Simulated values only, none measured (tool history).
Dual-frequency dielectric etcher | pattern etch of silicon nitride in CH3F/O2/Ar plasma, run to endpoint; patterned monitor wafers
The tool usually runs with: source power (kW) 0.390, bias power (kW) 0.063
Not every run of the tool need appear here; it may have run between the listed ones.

| run | hour | source power (kW) | bias power (kW) | wafers since the last listed run | hours since the last wet clean | hours since the last source power generator calibration | hours since the last bias power generator calibration | hours since the last upper electrode change | incoming incoming film thickness, nm | endpoint time (s) |
|---|---|---|---|---|---|---|---|---|---|---|
| 1 | 0.0 | 0.390 | 0.063 | 0 | 459.5 | 872.1 | 3701.3 | 1904.3 | 19.78 | 31.5 |
| 2 | 87.5 | 0.390 | 0.063 | 661 | 547.0 | 959.6 | 3788.8 | 1991.8 | 19.83 | 31.9 |
|  | 112.2 | wet clean of the chamber |
| 3 | 180.6 | 0.390 | 0.063 | 522 | 68.4 | 1052.7 | 3881.9 | 2084.9 | 20.00 | 31.1 |
| 4 | 250.9 | 0.310 | 0.063 | 531 | 138.7 | 1123.0 | 3952.2 | 2155.2 | 19.88 | 34.2 |
| 5 | 331.8 | 0.310 | 0.063 | 611 | 219.6 | 1203.9 | 4033.1 | 2236.1 | 19.90 | 34.4 |
| 6 | 387.5 | 0.390 | 0.063 | 421 | 275.3 | 1259.6 | 4088.8 | 2291.8 | 20.04 | 31.9 |
| 7 | 448.4 | 0.390 | 0.063 | 460 | 336.2 | 1320.5 | 4149.7 | 2352.7 | 19.82 | 31.5 |
| 8 | 554.2 | 0.330 | 0.063 | 799 | 442.0 | 1426.3 | 4255.5 | 2458.5 | 19.91 | 34.0 |
|  | 609.6 | wet clean of the chamber |
| 9 | 616.0 | 0.330 | 0.063 | 285 | 6.4 | 1488.1 | 4317.3 | 2520.3 | 19.65 | 34.5 |
| 10 | 694.3 | 0.390 | 0.063 | 591 | 84.7 | 1566.4 | 4395.6 | 2598.6 | 19.98 | 32.6 |
|  | 707.4 | source power generator calibrated |
|  | 715.2 | bias power generator calibrated |
|  | 773.3 | upper electrode replaced |
| 11 | 773.8 | 0.390 | 0.063 | 359 | 164.2 | 66.4 | 58.6 | 0.5 | 19.91 | 32.8 |
| 12 | 851.1 | 0.390 | 0.063 | 584 | 241.5 | 143.7 | 135.9 | 77.8 | 19.92 | 32.7 |
|  | 902.2 | wet clean of the chamber, repeated, since the last time left the tool worse |
| 13 | 902.7 | 0.390 | 0.047 | 208 | 0.5 | 195.3 | 187.5 | 129.4 | 19.79 | 32.5 |
| 14 | 963.7 | 0.350 | 0.073 | 461 | 61.5 | 256.3 | 248.5 | 190.4 | 19.95 | 31.4 |
| 15 | 1068.3 | 0.340 | 0.079 | 790 | 166.1 | 360.9 | 353.1 | 295.0 | 19.88 | 30.9 |
| 16 | 1165.2 | 0.390 | 0.053 | 732 | 263.0 | 457.8 | 450.0 | 391.9 | 19.70 | 31.8 |
| 17 | 1222.1 | 0.440 | 0.054 | 430 | 319.9 | 514.7 | 506.9 | 448.8 | 19.83 | 30.5 |
| 18 | 1317.9 | 0.390 | 0.063 | 724 | 415.7 | 610.5 | 602.7 | 544.6 | 19.99 | 31.6 |
| 19 | 1369.5 | 0.490 | 0.063 | 390 | 467.3 | 662.1 | 654.3 | 596.2 | 19.84 | 28.8 |
|  | 1425.1 | wet clean of the chamber |
| 20 | 1468.8 | 0.300 | 0.048 | 569 | 43.7 | 761.4 | 753.6 | 695.5 | 19.78 | 36.0 |
| 21 | 1565.9 | 0.390 | 0.063 | 734 | 140.8 | 858.5 | 850.7 | 792.6 | 19.82 | 30.9 |

Forecast each of these 5 alternatives for the next run:
| A | 1566.3 | 0.390 | 0.056 | 3 | 141.2 | 858.9 | 851.1 | 793.0 | 20.03 | ? |
| B | 1566.3 | 0.470 | 0.074 | 3 | 141.2 | 858.9 | 851.1 | 793.0 | 20.03 | ? |
| C | 1566.3 | 0.310 | 0.054 | 3 | 141.2 | 858.9 | 851.1 | 793.0 | 20.03 | ? |
| D | 1566.3 | 0.420 | 0.068 | 3 | 141.2 | 858.9 | 851.1 | 793.0 | 20.03 | ? |
| E | 1566.3 | 0.340 | 0.076 | 3 | 141.2 | 858.9 | 851.1 | 793.0 | 20.03 | ? |

| run | endpoint time (s) |
|---|---|
| A | 32.0 |
| B | 27.9 |
| C | 35.5 |
| D | 29.8 |
| E | 31.7 |
Without the tool's unlogged condition, the same runs would have read:
| run | endpoint time (s) |
|---|---|
| A | 31.7 |
| B | 27.7 |
| C | 35.2 |
| D | 29.6 |
| E | 31.4 |
